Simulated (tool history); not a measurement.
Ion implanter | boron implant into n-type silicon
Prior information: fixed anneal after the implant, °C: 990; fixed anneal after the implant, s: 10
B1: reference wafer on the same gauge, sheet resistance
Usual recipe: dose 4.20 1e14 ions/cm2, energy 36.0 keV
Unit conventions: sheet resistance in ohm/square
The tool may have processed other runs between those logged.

run 1 hour=0.0 | dose=4.20 energy=36.0 | B1=288.20 | sheet_resistance=251.22
run 2 hour=6.3 | dose=3.34 energy=36.0 | B1=287.70 | sheet_resistance=297.84
run 3 hour=16.3 | dose=3.34 energy=36.0 | B1=287.87 | sheet_resistance=297.80
run 4 hour=32.5 | dose=4.20 energy=36.0 | B1=288.06 | sheet_resistance=251.96
run 5 hour=49.2 | dose=4.20 energy=36.0 | B1=287.94 | sheet_resistance=251.01
run 6 hour=59.9 | dose=4.20 energy=36.0 | B1=287.97 | sheet_resistance=251.61
run 7 hour=72.1 | dose=4.20 energy=36.0 | B1=287.82 | sheet_resistance=252.06
run 8 hour=85.6 | dose=4.20 energy=36.0 | B1=288.03 | sheet_resistance=251.92
run 9 hour=104.5 | dose=4.20 energy=36.0 | B1=288.08 | sheet_resistance=253.00
-- hour=109.0 gauge calibrated
run 10 hour=119.0 | dose=4.20 energy=36.0 | B1=287.99 | sheet_resistance=252.03
run 11 hour=128.8 | dose=4.20 energy=36.0 | B1=287.85 | sheet_resistance=253.65
run 12 hour=136.5 | dose=4.20 energy=36.0 | B1=288.11 | sheet_resistance=251.42
-- hour=147.8 Faraday cup replaced and dose calibrated
-- hour=160.0 extraction supply calibrated
run 13 hour=160.5 | dose=3.82 energy=39.5 | B1=287.81 | sheet_resistance=262.19
run 14 hour=164.4 | dose=4.20 energy=24.5 | B1=288.04 | sheet_resistance=253.43
run 15 hour=172.3 | dose=4.20 energy=36.0 | B1=287.92 | sheet_resistance=246.03
run 16 hour=178.7 | dose=3.06 energy=36.0 | B1=287.89 | sheet_resistance=313.76
run 17 hour=195.7 | dose=4.20 energy=36.0 | B1=287.85 | sheet_resistance=247.71
run 18 hour=211.2 | dose=3.00 energy=36.0 | B1=287.76 | sheet_resistance=317.26
run 19 hour=226.0 | dose=3.56 energy=31.0 | B1=288.07 | sheet_resistance=283.69
run 20 hour=235.6 | dose=4.79 energy=25.0 | B1=288.17 | sheet_resistance=229.52
run 21 hour=246.4 | dose=5.09 energy=36.0 | B1=287.86 | sheet_resistance=213.42
run 22 hour=253.7 | dose=3.05 energy=30.0 | B1=287.77 | sheet_resistance=320.00
run 23 hour=266.8 | dose=4.20 energy=36.0 | B1=287.92 | sheet_resistance=247.88
run 24 hour=281.5 | dose=4.20 energy=36.0 | B1=288.14 | sheet_resistance=247.11

Below are 3 alternative next runs, each starting from the tool's condition after run 24. Predict each:
run A hour=281.9 | dose=4.78 energy=36.0 | B1=? | sheet_resistance=?
run B hour=281.9 | dose=3.79 energy=30.5 | B1=? | sheet_resistance=?
run C hour=281.9 | dose=3.57 energy=26.5 | B1=? | sheet_resistance=?

run=A B1=288.02 sheet_resistance=224.50
run=B B1=288.02 sheet_resistance=271.81
run=C B1=288.02 sheet_resistance=287.68
The same runs, with their run-to-run variation unchanged, on a tool lacking any hidden condition would have given:
run=A sheet_resistance=221.88
run=B sheet_resistance=268.70
run=C sheet_resistance=284.38
